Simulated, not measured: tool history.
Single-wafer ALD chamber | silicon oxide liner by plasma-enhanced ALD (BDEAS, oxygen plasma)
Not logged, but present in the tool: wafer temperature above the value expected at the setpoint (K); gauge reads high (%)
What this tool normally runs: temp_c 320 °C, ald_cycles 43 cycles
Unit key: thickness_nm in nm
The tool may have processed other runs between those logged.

run	hour	temp_c	ald_cycles	wafers since the last listed run	hours since the last thermocouple change	hours since the gauge calibration	read-back reference wafer on the same gauge, thickness_nm	thickness_nm
1	0.0	329	43	0	2424.6	192.3	3.407	4.055
2	11.1	329	43	86	2435.7	203.4	3.409	4.037
3	19.4	329	43	64	2444.0	211.7	3.411	4.029
4	31.4	320	46	93	2456.0	223.7	3.414	4.390
5	45.3	325	41	108	2469.9	237.6	3.417	3.874
6	62.8	320	43	136	2487.4	255.1	3.424	4.114
7	78.7	320	43	124	2503.3	271.0	3.426	4.114
8	95.7	320	43	132	2520.3	288.0	3.429	4.131
9	110.2	320	43	113	2534.8	302.5	3.434	4.117
# hour 122.0: gauge calibrated
10	127.7	320	43	136	2552.3	5.7	3.384	4.062
11	136.1	316	48	65	2560.7	14.1	3.381	4.543
12	151.1	313	38	117	2575.7	29.1	3.386	3.621
13	168.0	320	36	131	2592.6	46.0	3.383	3.395
14	181.3	332	43	103	2605.9	59.3	3.385	3.993
# hour 202.6: thermocouple changed; heater temperature recalibrated
15	203.1	316	47	107	0.5	81.1	3.385	4.473

Run 16 comes next. What will it give?
16	203.5	320	43	3	0.9	81.5	?	?

read-back reference wafer on the same gauge, thickness_nm: 3.387
thickness_nm: 4.072 nm
On a tool with no hidden condition, and with the same random variation, this run would have come out at thickness_nm 4.077 nm.
